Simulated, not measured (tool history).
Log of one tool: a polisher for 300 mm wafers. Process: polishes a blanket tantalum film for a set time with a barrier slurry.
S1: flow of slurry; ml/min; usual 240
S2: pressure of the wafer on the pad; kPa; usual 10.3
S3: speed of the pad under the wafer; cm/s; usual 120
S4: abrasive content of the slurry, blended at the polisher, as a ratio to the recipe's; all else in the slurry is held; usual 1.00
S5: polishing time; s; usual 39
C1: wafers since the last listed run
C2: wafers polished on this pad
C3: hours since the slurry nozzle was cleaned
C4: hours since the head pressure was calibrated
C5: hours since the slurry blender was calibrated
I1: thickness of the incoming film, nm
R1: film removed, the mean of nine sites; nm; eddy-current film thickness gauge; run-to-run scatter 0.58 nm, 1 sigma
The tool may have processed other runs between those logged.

run 1 hour=0.0 | S1=240 S2=10.3 S3=120 S4=1.00 S5=39 | C1=0 C2=604 C3=78.3 C4=191.4 C5=266.4 | I1=419.6 | R1=63.5
run 2 hour=81.1 | S1=240 S2=10.3 S3=120 S4=1.00 S5=39 | C1=486 C2=1090 C3=159.4 C4=272.5 C5=347.5 | I1=415.4 | R1=62.2
run 3 hour=152.0 | S1=240 S2=10.3 S3=120 S4=1.00 S5=39 | C1=425 C2=1516 C3=230.3 C4=343.4 C5=418.4 | I1=418.6 | R1=61.9
-- hour=178.5 worn pad replaced by a new one
run 4 hour=238.5 | S1=240 S2=10.3 S3=120 S4=1.00 S5=39 | C1=494 C2=360 C3=316.8 C4=429.9 C5=504.9 | I1=423.9 | R1=61.2
-- hour=276.2 slurry blender recalibrated
run 5 hour=315.9 | S1=240 S2=10.3 S3=120 S4=1.00 S5=39 | C1=452 C2=812 C3=394.2 C4=507.3 C5=39.7 | I1=427.2 | R1=57.2
-- hour=318.0 slurry nozzle cleaned
run 6 hour=420.8 | S1=240 S2=10.3 S3=120 S4=1.00 S5=49 | C1=623 C2=1435 C3=102.8 C4=612.2 C5=144.6 | I1=418.3 | R1=69.4
run 7 hour=475.2 | S1=240 S2=10.3 S3=120 S4=1.00 S5=49 | C1=326 C2=1762 C3=157.2 C4=666.6 C5=199.0 | I1=415.8 | R1=68.1
-- hour=512.8 slurry blender recalibrated, repeated, since the last time left the tool worse
-- hour=543.4 worn pad replaced by a new one
run 8 hour=565.8 | S1=240 S2=10.3 S3=120 S4=1.00 S5=49 | C1=507 C2=134 C3=247.8 C4=757.2 C5=53.0 | I1=424.5 | R1=81.3
run 9 hour=605.8 | S1=240 S2=10.3 S3=120 S4=1.00 S5=39 | C1=239 C2=374 C3=287.8 C4=797.2 C5=93.0 | I1=423.2 | R1=64.0
run 10 hour=688.6 | S1=240 S2=10.3 S3=120 S4=1.00 S5=39 | C1=496 C2=871 C3=370.6 C4=880.0 C5=175.8 | I1=423.5 | R1=64.7
-- hour=714.1 slurry nozzle cleaned
run 11 hour=743.7 | S1=240 S2=10.3 S3=120 S4=1.00 S5=39 | C1=324 C2=1195 C3=29.6 C4=935.1 C5=230.9 | I1=426.7 | R1=62.7
run 12 hour=836.2 | S1=240 S2=10.3 S3=120 S4=1.00 S5=39 | C1=554 C2=1750 C3=122.1 C4=1027.6 C5=323.4 | I1=416.5 | R1=62.6
-- hour=856.3 worn pad replaced by a new one
run 13 hour=926.0 | S1=240 S2=10.3 S3=120 S4=1.00 S5=39 | C1=514 C2=417 C3=211.9 C4=1117.4 C5=413.2 | I1=419.1 | R1=61.5
-- hour=1000.6 slurry blender recalibrated
run 14 hour=1007.5 | S1=295 S2=6.9 S3=120 S4=0.75 S5=39 | C1=476 C2=894 C3=293.4 C4=1198.9 C5=6.9 | I1=422.9 | R1=36.9
-- hour=1048.4 head pressure recalibrated
run 15 hour=1079.3 | S1=240 S2=10.3 S3=120 S4=1.00 S5=39 | C1=418 C2=1313 C3=365.2 C4=30.9 C5=78.7 | I1=415.6 | R1=64.2

Estimate the outcome of run 16 from the log above:
run 16 hour=1116.5 | S1=240 S2=10.3 S3=120 S4=1.00 S5=39 | C1=223 C2=1536 C3=402.4 C4=68.1 C5=115.9 | I1=418.6 | R1=?

{"run 16": {"R1": 64.0}}
The same run, on a tool lacking any hidden state, would have yielded R1 65.3 nm.
